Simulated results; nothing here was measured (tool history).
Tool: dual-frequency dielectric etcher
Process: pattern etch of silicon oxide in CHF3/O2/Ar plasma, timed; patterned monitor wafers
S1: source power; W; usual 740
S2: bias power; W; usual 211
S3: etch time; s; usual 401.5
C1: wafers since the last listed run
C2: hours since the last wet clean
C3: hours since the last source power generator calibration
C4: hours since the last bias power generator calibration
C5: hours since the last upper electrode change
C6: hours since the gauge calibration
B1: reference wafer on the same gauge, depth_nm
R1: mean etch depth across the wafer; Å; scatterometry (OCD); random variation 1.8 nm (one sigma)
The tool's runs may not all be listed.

run,hour,S1,S2,S3,C1,C2,C3,C4,C5,C6,B1,R1
1,0,740,211,401.5,0,219.8,1685.8,3058.1,2718,1216,853.9,8707
2,54.7,880,191,401.5,158,274.5,1740.5,3112.8,2772.7,1270.7,853.8,9343
3,142.8,880,191,401.5,255,362.6,1828.6,3200.9,2860.8,1358.8,854,9288
4,234.7,880,191,401.5,266,454.5,1920.5,3292.8,2952.7,1450.7,854,9234
5,279.1,740,211,401.5,128,498.9,1964.9,3337.2,2997.1,1495.1,853.6,8643
6,323.5,740,211,401.5,128,543.3,2009.3,3381.6,3041.5,1539.5,854,8552
7,359.9,740,211,401.5,105,579.7,2045.7,3418,3077.9,1575.9,853.7,8582
# hour 403.8: wet clean of the chamber
8,443,740,211,401.5,171,39.2,2128.8,3501.1,3161,1659,854,8870
9,497.4,740,211,401.5,157,93.6,2183.2,3555.5,3215.4,1713.4,854.6,8820
# hour 524.9: gauge calibrated
10,579.4,740,211,401.5,237,175.6,2265.2,3637.5,3297.4,54.5,853.8,8824
11,729.2,610,158,401.5,434,325.4,2415,3787.3,3447.2,204.3,854.1,7022
# hour 806.5: upper electrode replaced
12,831.2,640,211,401.5,226,427.4,2517,3889.3,24.7,306.3,853.5,7939
13,885.8,830,195,401.5,158,482,2571.6,3943.9,79.3,360.9,854.2,9048
# hour 965.2: wet clean of the chamber
14,965.7,740,225,284.5,162,0.5,2651.5,4023.8,159.2,440.8,853.8,6417
15,1017.3,740,211,401.5,149,52.1,2703.1,4075.4,210.8,492.4,853.9,8835
# hour 1053.8: source power generator calibrated
16,1092.6,740,211,401.5,206,127.4,38.8,4150.7,286.1,567.7,853.3,8788
17,1166.2,740,242,401.5,213,201,112.4,4224.3,359.7,641.3,854.2,9152
18,1235.6,680,262,446,201,270.4,181.8,4293.7,429.1,710.7,853.6,9915
19,1330,740,211,401.5,273,364.8,276.2,4388.1,523.5,805.1,853.6,8701

Forecast run 20:
# hour 1381.4: bias power generator calibrated
20,1394.2,740,211,401.5,174,429,340.4,12.8,587.7,869.3,?,?

Run 20 gave B1 854.1, R1 8655 Å.
Without the tool's hidden state the same run would have given R1 8825 Å.
